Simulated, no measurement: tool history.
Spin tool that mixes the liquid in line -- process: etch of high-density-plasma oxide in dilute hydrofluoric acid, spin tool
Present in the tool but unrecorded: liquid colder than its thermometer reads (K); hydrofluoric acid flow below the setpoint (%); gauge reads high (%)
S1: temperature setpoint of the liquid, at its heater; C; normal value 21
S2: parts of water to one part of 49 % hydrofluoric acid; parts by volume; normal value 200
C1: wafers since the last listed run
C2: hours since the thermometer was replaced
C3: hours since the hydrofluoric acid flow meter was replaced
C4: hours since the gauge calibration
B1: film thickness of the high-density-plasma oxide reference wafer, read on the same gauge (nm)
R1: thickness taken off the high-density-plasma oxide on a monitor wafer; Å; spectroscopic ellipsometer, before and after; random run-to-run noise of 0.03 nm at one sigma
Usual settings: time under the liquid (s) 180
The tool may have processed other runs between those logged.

Run 1, hour 0: usual settings; C1 0; C2 467.7; C3 21.6; C4 899; B1 80.006. Result: R1 43.14 Å.
Run 2, hour 79.6: usual settings; C1 818; C2 547.3; C3 101.2; C4 978.6; B1 80.05. Result: R1 42.34 Å.
Run 3, hour 131.8: usual settings; C1 536; C2 599.5; C3 153.4; C4 1030.8; B1 79.976. Result: R1 42.54 Å.
Run 4, hour 213: usual settings; C1 834; C2 680.7; C3 234.6; C4 1112; B1 80.007. Result: R1 42.02 Å.
Run 5, hour 259.9: usual settings; C1 482; C2 727.6; C3 281.5; C4 1158.9; B1 80.013. Result: R1 42.74 Å.
Run 6, hour 327.8: usual settings; C1 698; C2 795.5; C3 349.4; C4 1226.8; B1 79.974. Result: R1 42.93 Å.
Run 7, hour 384.9: usual settings; C1 587; C2 852.6; C3 406.5; C4 1283.9; B1 79.969. Result: R1 41.93 Å.
Run 8, hour 459.3: usual settings; C1 764; C2 927; C3 480.9; C4 1358.3; B1 79.98. Result: R1 42.28 Å.
Run 9, hour 547.2: usual settings; C1 903; C2 1014.9; C3 568.8; C4 1446.2; B1 80.012. Result: R1 41.75 Å.
Run 10, hour 639.7: usual settings but S1 18.5 C; C1 951; C2 1107.4; C3 661.3; C4 1538.7; B1 79.999. Result: R1 37.9 Å.
Run 11, hour 696.5: usual settings but S1 18.5 C; C1 584; C2 1164.2; C3 718.1; C4 1595.5; B1 80.003. Result: R1 38.18 Å.
Run 12, hour 788.6: usual settings but S1 18.5 C; C1 946; C2 1256.3; C3 810.2; C4 1687.6; B1 79.993. Result: R1 37.48 Å.
Run 13, hour 859.4: usual settings but S2 230 parts by volume; C1 727; C2 1327.1; C3 881; C4 1758.4; B1 79.992. Result: R1 34.96 Å.
At hour 899.1: hydrofluoric acid flow meter replaced.
Run 14, hour 930: usual settings but S2 230 parts by volume; C1 715; C2 1397.7; C3 30.9; C4 1829; B1 80.001. Result: R1 36.31 Å.
At hour 970.9: thermometer replaced.
Run 15, hour 1012.4: usual settings; C1 836; C2 41.5; C3 113.3; C4 1911.4; B1 80.005. Result: R1 42.5 Å.
Run 16, hour 1088: usual settings; C1 777; C2 117.1; C3 188.9; C4 1987; B1 79.979. Result: R1 42.44 Å.
Run 17, hour 1194.7: usual settings but S1 23 C, S2 235 parts by volume; C1 1097; C2 223.8; C3 295.6; C4 2093.7; B1 79.993. Result: R1 37.41 Å.
Run 18, hour 1265.9: usual settings; C1 732; C2 295; C3 366.8; C4 2164.9; B1 80.025. Result: R1 41.7 Å.
Run 19, hour 1303.6: usual settings but S2 125 parts by volume, time under the liquid (s) 90; C1 387; C2 332.7; C3 404.5; C4 2202.6; B1 80.002. Result: R1 36.28 Å.
Run 20, hour 1376.6: usual settings but S1 23.5 C, S2 125 parts by volume, time under the liquid (s) 80; C1 750; C2 405.7; C3 477.5; C4 2275.6; B1 79.975. Result: R1 35.78 Å.
At hour 1640.8: hydrofluoric acid flow meter replaced.
Run 21, hour 1685.6: usual settings but S2 270 parts by volume, time under the liquid (s) 130; C1 3166; C2 714.7; C3 44.8; C4 2584.6; B1 79.995. Result: R1 21.69 Å.
Run 22, hour 1746.5: usual settings but time under the liquid (s) 110; C1 626; C2 775.6; C3 105.7; C4 2645.5; B1 79.959. Result: R1 26.2 Å.
Run 23, hour 1820.9: usual settings but S1 26 C, time under the liquid (s) 85; C1 764; C2 850; C3 180.1; C4 2719.9; B1 80.029. Result: R1 24.43 Å.
Run 24, hour 1873.6: usual settings but S1 25.5 C; C1 541; C2 902.7; C3 232.8; C4 2772.6; B1 80.014. Result: R1 50.36 Å.
At hour 1903.4: gauge calibrated.
Run 25, hour 1922.9: usual settings but S1 23 C, S2 160 parts by volume, time under the liquid (s) 80; C1 506; C2 952; C3 282.1; C4 19.5; B1 80.03. Result: R1 26.33 Å.
Run 26, hour 1968.4: usual settings but time under the liquid (s) 90; C1 467; C2 997.5; C3 327.6; C4 65; B1 80.032. Result: R1 20.77 Å.
Run 27, hour 2031: usual settings but S2 260 parts by volume, time under the liquid (s) 270; C1 643; C2 1060.1; C3 390.2; C4 127.6; B1 80.011. Result: R1 46.1 Å.
Run 28, hour 2135.4: usual settings but S1 17.5 C, S2 240 parts by volume, time under the liquid (s) 215; C1 1073; C2 1164.5; C3 494.6; C4 232; B1 79.994. Result: R1 34.89 Å.
Run 29, hour 2217.6: usual settings; C1 845; C2 1246.7; C3 576.8; C4 314.2; B1 79.985. Result: R1 42.33 Å.
Run 30, hour 2274.5: usual settings; C1 585; C2 1303.6; C3 633.7; C4 371.1; B1 80.007. Result: R1 42.45 Å.
Run 31, hour 2319.9: usual settings but S1 17 C, S2 145 parts by volume, time under the liquid (s) 130; C1 466; C2 1349; C3 679.1; C4 416.5; B1 80. Result: R1 37.32 Å.
Run 32, hour 2358.5: usual settings but S2 110 parts by volume, time under the liquid (s) 90; C1 396; C2 1387.6; C3 717.7; C4 455.1; B1 79.997. Result: R1 41.3 Å.
At hour 2440.2: hydrofluoric acid flow meter replaced.
Run 33, hour 2446.6: usual settings but S1 24.5 C, S2 120 parts by volume, time under the liquid (s) 225; C1 895; C2 1475.7; C3 6.4; C4 543.2; B1 79.986. Result: R1 111.41 Å.

The logged runs with the hidden state left out (each run's random variation unchanged):
run      R1
  1    43.3
  2   42.64
  3   42.95
  4   42.58
  5   43.39
  6   43.71
  7    42.8
  8   43.31
  9   42.92
 10   39.12
 11   39.51
 12   38.94
 13   36.49
 14   36.52
 15   42.89
 16   42.98
 17   38.09
 18   42.56
 19   37.06
 20   36.66
 21   21.78
 22   26.38
 23   24.67
 24   50.99
 25    26.7
 26   21.12
 27   47.02
 28   35.73
 29    43.5
 30   43.74
 31   38.47
 32   42.63
 33  111.61

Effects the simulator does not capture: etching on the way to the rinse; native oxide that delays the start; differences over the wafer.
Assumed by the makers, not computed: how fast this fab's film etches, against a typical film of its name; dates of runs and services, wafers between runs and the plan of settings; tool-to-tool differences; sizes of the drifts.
